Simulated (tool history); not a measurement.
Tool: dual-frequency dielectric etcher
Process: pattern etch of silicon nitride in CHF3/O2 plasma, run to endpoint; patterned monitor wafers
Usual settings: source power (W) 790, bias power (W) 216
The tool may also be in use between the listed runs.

| run | hour | source power (W) | bias power (W) | wafers since the last listed run | hours since the last wet clean | hours since the last source power generator calibration | hours since the last bias power generator calibration | hours since the last upper electrode change | incoming incoming film thickness, nm | endpoint time (s) |
|---|---|---|---|---|---|---|---|---|---|---|
| 1 | 0.0 | 790 | 216 | 0 | 526.0 | 3264.8 | 3949.3 | 2196.4 | 85.1 | 48.3 |
| 2 | 41.4 | 790 | 216 | 619 | 567.4 | 3306.2 | 3990.7 | 2237.8 | 85.2 | 48.2 |
| 3 | 51.8 | 790 | 216 | 155 | 577.8 | 3316.6 | 4001.1 | 2248.2 | 85.1 | 47.9 |
| 4 | 66.7 | 790 | 216 | 222 | 592.7 | 3331.5 | 4016.0 | 2263.1 | 85.1 | 47.8 |
| 5 | 81.5 | 710 | 191 | 221 | 607.5 | 3346.3 | 4030.8 | 2277.9 | 85.0 | 52.9 |
| 6 | 94.9 | 710 | 191 | 200 | 620.9 | 3359.7 | 4044.2 | 2291.3 | 85.3 | 53.3 |
|  | 99.6 | bias power generator calibrated |
|  | 111.7 | source power generator calibrated |
|  | 121.1 | upper electrode replaced, of another model than before |
| 7 | 121.6 | 710 | 191 | 139 | 647.6 | 9.9 | 22.0 | 0.5 | 85.8 | 53.5 |
| 8 | 121.9 | 790 | 216 | 4 | 647.9 | 10.2 | 22.3 | 0.8 | 84.4 | 47.7 |
| 9 | 123.3 | 690 | 193 | 20 | 649.3 | 11.6 | 23.7 | 2.2 | 84.7 | 53.0 |
|  | 148.0 | wet clean of the chamber |
| 10 | 148.5 | 790 | 216 | 17 | 0.5 | 36.8 | 48.9 | 27.4 | 84.9 | 50.2 |
| 11 | 148.8 | 970 | 195 | 4 | 0.8 | 37.1 | 49.2 | 27.7 | 85.4 | 50.1 |
| 12 | 160.3 | 790 | 216 | 172 | 12.3 | 48.6 | 60.7 | 39.2 | 85.2 | 50.1 |
| 13 | 173.9 | 790 | 216 | 203 | 25.9 | 62.2 | 74.3 | 52.8 | 84.7 | 49.9 |
| 14 | 180.1 | 960 | 255 | 92 | 32.1 | 68.4 | 80.5 | 59.0 | 84.7 | 43.0 |
| 15 | 190.1 | 870 | 201 | 149 | 42.1 | 78.4 | 90.5 | 69.0 | 84.9 | 50.5 |
| 16 | 196.5 | 710 | 267 | 95 | 48.5 | 84.8 | 96.9 | 75.4 | 85.5 | 45.9 |

3 ways to go on from here, each from the tool as it stands after run 16. What would each give?
| A | 196.9 | 960 | 216 | 5 | 48.9 | 85.2 | 97.3 | 75.8 | 85.3 | ? |
| B | 196.9 | 680 | 186 | 5 | 48.9 | 85.2 | 97.3 | 75.8 | 85.3 | ? |
| C | 196.9 | 880 | 169 | 5 | 48.9 | 85.2 | 97.3 | 75.8 | 85.3 | ? |

| run | endpoint time (s) |
|---|---|
| A | 47.3 |
| B | 57.5 |
| C | 56.6 |
Without the tool's hidden state the same runs would have given:
| run | endpoint time (s) |
|---|---|
| A | 47.5 |
| B | 57.7 |
| C | 56.9 |
